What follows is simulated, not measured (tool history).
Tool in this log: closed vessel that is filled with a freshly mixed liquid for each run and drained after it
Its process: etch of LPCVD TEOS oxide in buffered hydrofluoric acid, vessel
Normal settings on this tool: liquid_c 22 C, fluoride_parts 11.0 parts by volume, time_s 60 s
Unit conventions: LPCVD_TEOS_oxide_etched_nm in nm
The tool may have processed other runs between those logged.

| run | day | liquid_c | fluoride_parts | time_s | wafers since the last listed run | hours since the thermometer was replaced | hours since the hydrofluoric acid flow meter was replaced | hours since the gauge calibration | read-back film thickness of the LPCVD TEOS oxide reference wafer, read on the same gauge (nm) | LPCVD_TEOS_oxide_etched_nm |
|---|---|---|---|---|---|---|---|---|---|---|
| 1 | 0.000 | 22 | 11.0 | 60 | 0 | 2128.2 | 1742.1 | 91.0 | 40.01 | 74.45 |
| 2 | 0.675 | 22 | 11.0 | 60 | 1582 | 2144.4 | 1758.3 | 107.2 | 39.97 | 74.49 |
| 3 | 1.558 | 22 | 11.0 | 60 | 2071 | 2165.6 | 1779.5 | 128.4 | 40.05 | 74.58 |
| 4 | 1.942 | 22 | 11.0 | 60 | 898 | 2174.8 | 1788.7 | 137.6 | 40.00 | 74.14 |
| 5 | 2.262 | 22 | 11.0 | 60 | 752 | 2182.5 | 1796.4 | 145.3 | 39.99 | 74.44 |
| 6 | 2.596 | 22 | 11.0 | 60 | 781 | 2190.5 | 1804.4 | 153.3 | 40.03 | 74.15 |
| 7 | 3.058 | 22 | 11.0 | 60 | 1084 | 2201.6 | 1815.5 | 164.4 | 39.99 | 73.64 |
| 8 | 4.458 | 22 | 11.0 | 70 | 3282 | 2235.2 | 1849.1 | 198.0 | 40.02 | 86.67 |
| 9 | 4.775 | 22 | 13.5 | 60 | 742 | 2242.8 | 1856.7 | 205.6 | 39.99 | 60.60 |
| 10 | 5.458 | 22 | 13.5 | 60 | 1602 | 2259.2 | 1873.1 | 222.0 | 40.04 | 59.91 |
| 11 | 6.167 | 22 | 11.0 | 60 | 1660 | 2276.2 | 1890.1 | 239.0 | 39.99 | 73.57 |
| 12 | 6.517 | 22 | 11.0 | 60 | 820 | 2284.6 | 1898.5 | 247.4 | 39.97 | 74.33 |
| 13 | 7.100 | 22 | 11.0 | 60 | 1367 | 2298.6 | 1912.5 | 261.4 | 40.00 | 74.21 |
| 14 | 7.762 | 22 | 11.0 | 60 | 1553 | 2314.5 | 1928.4 | 277.3 | 40.02 | 73.51 |

Expected results for the next run?
| 15 | 8.488 | 27 | 15.0 | 80 | 1699 | 2331.9 | 1945.8 | 294.7 | ? | ? |

Run 15 measured read-back film thickness of the LPCVD TEOS oxide reference wafer, read on the same gauge (nm) 40.02, LPCVD_TEOS_oxide_etched_nm 94.41 nm.
The same run, on a tool lacking any hidden state, would have yielded LPCVD_TEOS_oxide_etched_nm 108.29 nm.
